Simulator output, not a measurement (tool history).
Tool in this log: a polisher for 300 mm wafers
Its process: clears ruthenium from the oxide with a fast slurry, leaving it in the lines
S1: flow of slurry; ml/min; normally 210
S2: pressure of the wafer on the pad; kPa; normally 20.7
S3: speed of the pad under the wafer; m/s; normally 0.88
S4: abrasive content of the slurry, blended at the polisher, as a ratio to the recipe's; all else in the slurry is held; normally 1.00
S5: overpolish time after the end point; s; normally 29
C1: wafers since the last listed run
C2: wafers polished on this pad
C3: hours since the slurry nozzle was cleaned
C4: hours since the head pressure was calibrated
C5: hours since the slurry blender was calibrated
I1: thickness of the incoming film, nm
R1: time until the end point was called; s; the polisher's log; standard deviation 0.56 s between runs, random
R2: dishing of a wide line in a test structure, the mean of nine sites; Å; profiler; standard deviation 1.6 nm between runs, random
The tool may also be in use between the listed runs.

| run | hour | S1 | S2 | S3 | S4 | S5 | C1 | C2 | C3 | C4 | C5 | I1 | R1 | R2 |
|---|---|---|---|---|---|---|---|---|---|---|---|---|---|---|
| 1 | 0.0 | 210 | 20.7 | 0.88 | 1.15 | 29 | 0 | 697 | 179.3 | 831.8 | 87.9 | 270.4 | 55.7 | 815 |
| 2 | 34.5 | 155 | 20.7 | 0.88 | 1.00 | 29 | 275 | 972 | 213.8 | 866.3 | 122.4 | 264.9 | 62.3 | 774 |
| 3 | 61.5 | 155 | 20.7 | 0.88 | 1.00 | 29 | 215 | 1188 | 240.8 | 893.3 | 149.4 | 271.9 | 63.0 | 765 |
| 4 | 96.2 | 210 | 20.7 | 0.88 | 1.00 | 29 | 276 | 1465 | 275.5 | 928.0 | 184.1 | 268.1 | 58.9 | 803 |
| 5 | 113.4 | 210 | 20.7 | 0.88 | 1.00 | 29 | 137 | 1602 | 292.7 | 945.2 | 201.3 | 269.5 | 59.0 | 800 |
|  | 124.8 | worn pad replaced by a new one |
| 6 | 146.5 | 210 | 20.7 | 0.88 | 1.00 | 29 | 232 | 173 | 325.8 | 978.3 | 234.4 | 268.6 | 59.4 | 775 |
| 7 | 176.5 | 210 | 20.7 | 0.88 | 1.00 | 29 | 239 | 412 | 355.8 | 1008.3 | 264.4 | 270.5 | 60.9 | 790 |
|  | 182.1 | slurry blender recalibrated |
| 8 | 198.8 | 210 | 18.6 | 0.88 | 1.00 | 29 | 162 | 574 | 378.1 | 1030.6 | 16.7 | 270.9 | 64.8 | 777 |
| 9 | 214.8 | 210 | 18.6 | 0.88 | 1.00 | 29 | 127 | 702 | 394.1 | 1046.6 | 32.7 | 269.1 | 65.9 | 747 |
|  | 229.3 | head pressure recalibrated |
| 10 | 240.4 | 210 | 20.7 | 0.88 | 1.00 | 29 | 188 | 890 | 419.7 | 11.1 | 58.3 | 270.6 | 64.3 | 716 |
| 11 | 254.0 | 210 | 20.7 | 0.88 | 1.00 | 29 | 108 | 999 | 433.3 | 24.7 | 71.9 | 270.2 | 64.2 | 727 |
| 12 | 280.1 | 210 | 20.7 | 0.88 | 1.10 | 29 | 208 | 1207 | 459.4 | 50.8 | 98.0 | 267.5 | 62.6 | 752 |
|  | 295.2 | slurry nozzle cleaned |
| 13 | 308.8 | 210 | 20.7 | 0.88 | 1.00 | 29 | 221 | 1428 | 13.6 | 79.5 | 126.7 | 271.7 | 58.5 | 771 |
| 14 | 325.6 | 155 | 20.7 | 0.88 | 1.00 | 29 | 134 | 1562 | 30.4 | 96.3 | 143.5 | 266.4 | 60.1 | 751 |
| 15 | 340.9 | 210 | 20.7 | 0.88 | 1.00 | 29 | 122 | 1684 | 45.7 | 111.6 | 158.8 | 269.4 | 57.3 | 781 |
|  | 370.7 | worn pad replaced by a new one |
| 16 | 376.4 | 150 | 16.5 | 0.88 | 0.70 | 43 | 251 | 45 | 81.2 | 147.1 | 194.3 | 268.7 | 79.4 | 864 |
| 17 | 391.7 | 230 | 20.7 | 0.88 | 1.00 | 29 | 122 | 167 | 96.5 | 162.4 | 209.6 | 275.0 | 57.7 | 776 |
| 18 | 423.3 | 145 | 20.7 | 0.98 | 0.90 | 36 | 252 | 419 | 128.1 | 194.0 | 241.2 | 266.6 | 58.1 | 888 |
|  | 442.0 | slurry blender recalibrated |
| 19 | 444.9 | 210 | 20.7 | 1.06 | 1.00 | 29 | 156 | 575 | 149.7 | 215.6 | 2.9 | 271.2 | 48.9 | 875 |
| 20 | 545.3 | 235 | 18.6 | 1.14 | 0.70 | 29 | 801 | 1377 | 250.1 | 316.0 | 103.3 | 270.6 | 55.5 | 807 |
|  | 586.4 | worn pad replaced by a new one |
| 21 | 605.3 | 210 | 20.7 | 0.72 | 1.00 | 29 | 446 | 151 | 310.1 | 376.0 | 163.3 | 270.7 | 69.0 | 722 |
| 22 | 634.4 | 260 | 15.2 | 0.68 | 1.00 | 29 | 232 | 383 | 339.2 | 405.1 | 192.4 | 265.1 | 84.4 | 615 |
| 23 | 665.5 | 210 | 17.2 | 0.88 | 0.75 | 29 | 248 | 631 | 370.3 | 436.2 | 223.5 | 269.4 | 72.1 | 681 |
| 24 | 684.2 | 210 | 20.7 | 0.88 | 1.00 | 29 | 149 | 780 | 389.0 | 454.9 | 242.2 | 269.7 | 58.1 | 827 |
|  | 694.9 | slurry blender recalibrated |
| 25 | 704.4 | 210 | 20.7 | 0.88 | 1.00 | 29 | 145 | 926 | 409.2 | 475.1 | 9.5 | 270.8 | 59.0 | 745 |
| 26 | 725.5 | 155 | 24.8 | 1.06 | 0.80 | 29 | 168 | 1094 | 430.3 | 496.2 | 30.6 | 274.1 | 53.2 | 849 |
|  | 787.4 | worn pad replaced by a new one |
| 27 | 800.6 | 210 | 27.6 | 0.96 | 1.00 | 20 | 567 | 105 | 505.4 | 571.3 | 105.7 | 270.3 | 46.7 | 717 |
|  | 829.5 | slurry nozzle cleaned |
| 28 | 832.6 | 235 | 20.7 | 0.88 | 0.90 | 29 | 247 | 352 | 3.1 | 603.3 | 137.7 | 272.4 | 57.1 | 809 |
| 29 | 920.5 | 145 | 24.8 | 0.88 | 1.15 | 39 | 701 | 1054 | 91.0 | 691.2 | 225.6 | 270.6 | 50.4 | 1031 |

Forecast each of these 3 alternatives for the next run:
| A | 920.9 | 210 | 20.7 | 0.58 | 1.00 | 29 | 3 | 1057 | 91.4 | 691.6 | 226.0 | 271.2 | ? | ? |
| B | 920.9 | 210 | 20.7 | 0.88 | 1.00 | 12 | 3 | 1057 | 91.4 | 691.6 | 226.0 | 271.2 | ? | ? |
| C | 920.9 | 210 | 20.7 | 0.70 | 1.00 | 29 | 3 | 1057 | 91.4 | 691.6 | 226.0 | 271.2 | ? | ? |

| run | R1 | R2 |
|---|---|---|
| A | 78.9 | 644 |
| B | 56.3 | 420 |
| C | 68.0 | 715 |
With no hidden state in the tool, these same runs would have given:
| run | R1 | R2 |
|---|---|---|
| A | 83.4 | 618 |
| B | 59.6 | 401 |
| C | 71.9 | 687 |

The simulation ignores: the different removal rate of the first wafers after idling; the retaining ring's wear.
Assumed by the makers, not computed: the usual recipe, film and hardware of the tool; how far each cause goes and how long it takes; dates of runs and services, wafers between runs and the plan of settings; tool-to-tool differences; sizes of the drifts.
